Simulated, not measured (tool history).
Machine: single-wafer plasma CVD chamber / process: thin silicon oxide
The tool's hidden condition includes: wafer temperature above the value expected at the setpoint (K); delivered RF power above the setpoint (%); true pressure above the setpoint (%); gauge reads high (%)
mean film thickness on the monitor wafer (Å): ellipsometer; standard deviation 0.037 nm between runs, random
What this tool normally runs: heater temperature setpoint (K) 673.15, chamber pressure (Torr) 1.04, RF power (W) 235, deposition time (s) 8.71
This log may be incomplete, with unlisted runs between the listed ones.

run,hour,heater temperature setpoint (K),chamber pressure (Torr),RF power (W),deposition time (s),wafers since the last listed run,hours since the last thermocouple change,hours since the last RF generator calibration,hours since the last manometer calibration,hours since the showerhead was replaced,hours since the gauge calibration,"read-back reference wafer on the same gauge, thickness_nm",mean film thickness on the monitor wafer (Å)
1,0,673.15,1.04,235,8.71,0,39.8,37.9,49.9,4095.5,372.1,15.885,175.77
2,6.6,673.15,0.94,260,8.71,225,46.4,44.5,56.5,4102.1,378.7,15.918,169.88
3,15.4,673.15,0.94,260,8.71,300,55.2,53.3,65.3,4110.9,387.5,15.899,169.19
4,22.3,673.15,1.18,200,8.71,235,62.1,60.2,72.2,4117.8,394.4,15.878,176.41
5,29.7,683.15,1.23,270,10.12,252,69.5,67.6,79.6,4125.2,401.8,15.9,231.27
6,35.8,673.15,1.04,235,8.71,208,75.6,73.7,85.7,4131.3,407.9,15.888,175.08
# hour 44.3: capacitance manometer re-zeroed and calibrated, repeated, since the last time left the tool worse
7,44.8,673.15,1.04,235,8.71,34,84.6,82.7,0.5,4140.3,416.9,15.889,162.24
# hour 49.5: gauge calibrated
8,60,673.15,1.04,265,7.18,519,99.8,97.9,15.7,4155.5,10.5,15.915,140.83
9,74.2,668.15,0.85,255,8.71,485,114,112.1,29.9,4169.7,24.7,15.891,139.76
10,83.8,667.15,1.2,220,8.71,328,123.6,121.7,39.5,4179.3,34.3,15.886,177.03
11,93.3,668.15,1.04,235,8.71,324,133.1,131.2,49,4188.8,43.8,15.893,163.78
12,101.3,673.15,1.04,235,8.71,273,141.1,139.2,57,4196.8,51.8,15.899,163.02
13,118.6,669.15,1.04,235,8.71,591,158.4,156.5,74.3,4214.1,69.1,15.888,164
14,126.9,682.15,0.88,195,8.71,283,166.7,164.8,82.6,4222.4,77.4,15.898,129.62
# hour 148.6: showerhead replaced
15,149.1,673.15,0.79,260,8.71,485,188.9,187,104.8,0.5,99.6,15.906,130.09
16,153.5,673.15,1.04,235,8.71,150,193.3,191.4,109.2,4.9,104,15.913,163.8
17,159.8,662.15,1.04,235,9.29,215,199.6,197.7,115.5,11.2,110.3,15.9,175.81
18,175.3,673.15,0.91,235,9.32,529,215.1,213.2,131,26.7,125.8,15.901,155.75
19,191.5,673.15,0.83,235,7.53,553,231.3,229.4,147.2,42.9,142,15.892,114.9
20,206.7,673.15,1.04,260,8,519,246.5,244.6,162.4,58.1,157.2,15.896,157.42
21,215.6,684.15,1.04,205,8.71,304,255.4,253.5,171.3,67,166.1,15.907,153.95
22,231.1,659.15,1.04,215,8.71,529,270.9,269,186.8,82.5,181.6,15.897,159.38
23,242.8,673.15,0.94,260,8.71,399,282.6,280.7,198.5,94.2,193.3,15.891,157.45
24,258.5,673.15,1.04,235,8.71,536,298.3,296.4,214.2,109.9,209,15.898,164.07
25,276.4,683.15,1.04,235,8.71,611,316.2,314.3,232.1,127.8,226.9,15.896,162.83
26,293.9,673.15,1.18,220,8.71,598,333.7,331.8,249.6,145.3,244.4,15.906,175.92
27,303.5,673.15,1.04,235,8.71,328,343.3,341.4,259.2,154.9,254,15.914,164.37
28,310,673.15,1.04,235,7.79,222,349.8,347.9,265.7,161.4,260.5,15.901,147.49

For each run, what was the tool's unlogged condition?
wafer temperature above the value expected at the setpoint (K): 0 across all the runs
delivered RF power above the setpoint (%): 0 across all the runs
gauge reads high (%): 0 across all the runs
H1: true pressure above the setpoint (%)
run,H1
1,10.1
2,10.2
3,10.2
4,10.3
5,10.3
6,10.4
7,-0.377
8,-0.266
9,-0.164
10,-0.096
11,-0.0298
12,0.0253
13,0.142
14,0.198
15,0.342
16,0.37
17,0.41
18,0.507
19,0.606
20,0.697
21,0.749
22,0.838
23,0.905
24,0.992
25,1.09
26,1.18
27,1.23
28,1.27
